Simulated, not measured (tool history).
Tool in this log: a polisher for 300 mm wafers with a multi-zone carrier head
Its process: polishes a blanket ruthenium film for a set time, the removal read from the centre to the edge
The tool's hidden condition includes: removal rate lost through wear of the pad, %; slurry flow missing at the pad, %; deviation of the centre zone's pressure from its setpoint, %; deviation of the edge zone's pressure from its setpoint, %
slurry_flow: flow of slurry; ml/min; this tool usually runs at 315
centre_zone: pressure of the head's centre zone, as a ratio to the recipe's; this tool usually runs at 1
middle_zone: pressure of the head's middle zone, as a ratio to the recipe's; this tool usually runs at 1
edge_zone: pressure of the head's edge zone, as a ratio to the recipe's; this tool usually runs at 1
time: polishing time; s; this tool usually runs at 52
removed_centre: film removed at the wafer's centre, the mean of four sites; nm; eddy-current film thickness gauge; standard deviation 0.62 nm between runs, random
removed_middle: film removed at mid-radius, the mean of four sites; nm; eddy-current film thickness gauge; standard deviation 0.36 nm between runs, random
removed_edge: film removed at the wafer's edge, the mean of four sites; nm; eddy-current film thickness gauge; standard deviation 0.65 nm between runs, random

run    hour  slurry_flow  centre_zone  middle_zone  edge_zone  time  wafers since the last listed run  wafers polished on this pad  hours since the slurry nozzle was cleaned  hours since the centre zone pressure was calibrated  hours since the edge zone pressure was calibrated  hours since the carrier head's membrane was replaced  incoming thickness of the incoming film, nm  removed_centre  removed_middle  removed_edge
  1       0          255            1            1          1    52                                 0                         2787                                      223.3                                                 51.3                                              987.9                                                 287.3                                        474.5            41.3            43.1          43.8
  2    75.4          255            1            1          1    52                               778                         3565                                      298.7                                                126.7                                             1063.3                                                 362.7                                        477.1            41.6            43.3          42.2
  3   151.6          315         1.04            1       1.12    52                               786                         4352                                      374.9                                                202.9                                             1139.5                                                 438.9                                        474.2            44.2            43.8          45.4
  4   255.6          315            1         1.04        0.9    69                              1074                         5426                                      478.9                                                306.9                                             1243.5                                                 542.9                                        464.5            58.1            59.7          54.8
      319.9  -- worn pad replaced by a new one
  5   340.9          390         0.89            1        0.9    58                               839                          217                                      564.2                                                392.2                                             1328.8                                                 628.2                                        473.3            43.8            50.5          46.6
      448.1  -- slurry nozzle cleaned
      462.4  -- edge zone pressure recalibrated
  6   614.8          315            1            1          1    65                              2797                         3014                                      166.7                                                666.1                                              152.4                                                 902.1                                        467.6            54.9            54.8          56.1
      685.9  -- carrier head's membrane replaced by a new one
  7   710.8          315         0.95         0.88          1    66                               939                         3954                                      262.7                                                762.1                                              248.4                                                  24.9                                        470.3            53.8            51.3          56.4
  8   789.8          260          0.9         1.05          1    59                               815                         4770                                      341.7                                                841.1                                              327.4                                                 103.9                                          469            44.1            51.1            47
  9   827.8          315            1            1          1    52                               392                         5163                                      379.7                                                879.1                                              365.4                                                 141.9                                        469.9            44.4            43.8          43.1
      854.3  -- worn pad replaced by a new one
 10   934.3          315            1            1          1    52                              1058                          826                                      486.2                                                985.6                                              471.9                                                 248.4                                        471.7            44.9              44          43.4
 11   986.6          315            1            1       0.91    52                               540                         1366                                      538.5                                               1037.9                                              524.2                                                 300.7                                        475.1            45.6            43.7            42
     1027.7  -- slurry nozzle cleaned
     1036.6  -- centre zone pressure recalibrated
 12  1091.6          315          0.9            1       1.06    52                              1053                         2420                                       63.9                                                   55                                              629.2                                                 405.7                                        471.9            39.1            43.7          44.2
 13  1186.9          315            1            1       0.88    52                               984                         3404                                      159.2                                                150.3                                              724.5                                                   501                                        469.9            42.1            44.3          41.9
 14  1252.9          230            1            1          1    52                               681                         4085                                      225.2                                                216.3                                              790.5                                                   567                                        467.2            40.4            42.1          42.3
 15  1316.1          255            1            1          1    52                               652                         4738                                      288.4                                                279.5                                              853.7                                                 630.2                                        463.5            41.4            42.9            42
 16    1400          315            1            1          1    57                               866                         5605                                      372.3                                                363.4                                              937.6                                                 714.1                                        468.1            47.6            47.9          47.7
     1484.7  -- worn pad replaced by a new one
 17  1488.3          315         0.95            1       1.09    52                               870                           37                                      460.6                                                451.7                                             1025.9                                                 802.4                                        462.9            40.7            44.2          45.4
 18  1557.8          315            1            1          1    52                               717                          755                                      530.1                                                521.2                                             1095.4                                                 871.9                                        464.4              44            43.8          44.4
 19  1608.6          315            1            1       1.05    52                               524                         1280                                      580.9                                                  572                                             1146.2                                                 922.7                                        465.1            43.7            44.2          43.9
     1618.4  -- slurry nozzle cleaned
     1647.5  -- carrier head's membrane replaced by a new one
 20  1702.3          315         0.96            1          1    52                               905                         2185                                       83.9                                                665.7                                             1239.9                                                  54.8                                        471.8            42.6            43.6          44.9
     1746.8  -- edge zone pressure recalibrated
 21  1765.5          315            1            1          1    52                               632                         2817                                      147.1                                                728.9                                               18.7                                                   118                                        475.2            44.4            44.6          44.4

Below are 5 alternative next runs, each starting from the tool's condition after run 21. Predict each:
  A  1765.9          315            1            1          1    52                                 4                         2821                                      147.5                                                729.3                                               19.1                                                 118.4                                        468.5               ?               ?             ?
  B  1765.9          315            1         0.95          1    43                                 4                         2821                                      147.5                                                729.3                                               19.1                                                 118.4                                        468.5               ?               ?             ?
  C  1765.9          355         1.03         1.05          1    52                                 4                         2821                                      147.5                                                729.3                                               19.1                                                 118.4                                        468.5               ?               ?             ?
  D  1765.9          285            1            1       1.03    52                                 4                         2821                                      147.5                                                729.3                                               19.1                                                 118.4                                        468.5               ?               ?             ?
  E  1765.9          225         1.09         1.11          1    45                                 4                         2821                                      147.5                                                729.3                                               19.1                                                 118.4                                        468.5               ?               ?             ?

run  removed_centre  removed_middle  removed_edge
  A            44.9            44.1          43.9
  B            37.1              35          36.3
  C            46.9            46.3          44.2
  D            44.4            43.6            44
  E            40.5            39.7          36.7
Had the tool no hidden state, the same runs would have come out as:
run  removed_centre  removed_middle  removed_edge
  A            43.2            44.1          43.9
  B            35.7              35          36.3
  C              45            46.3          44.2
  D            42.6            43.6            44
  E            38.9            39.7          36.7
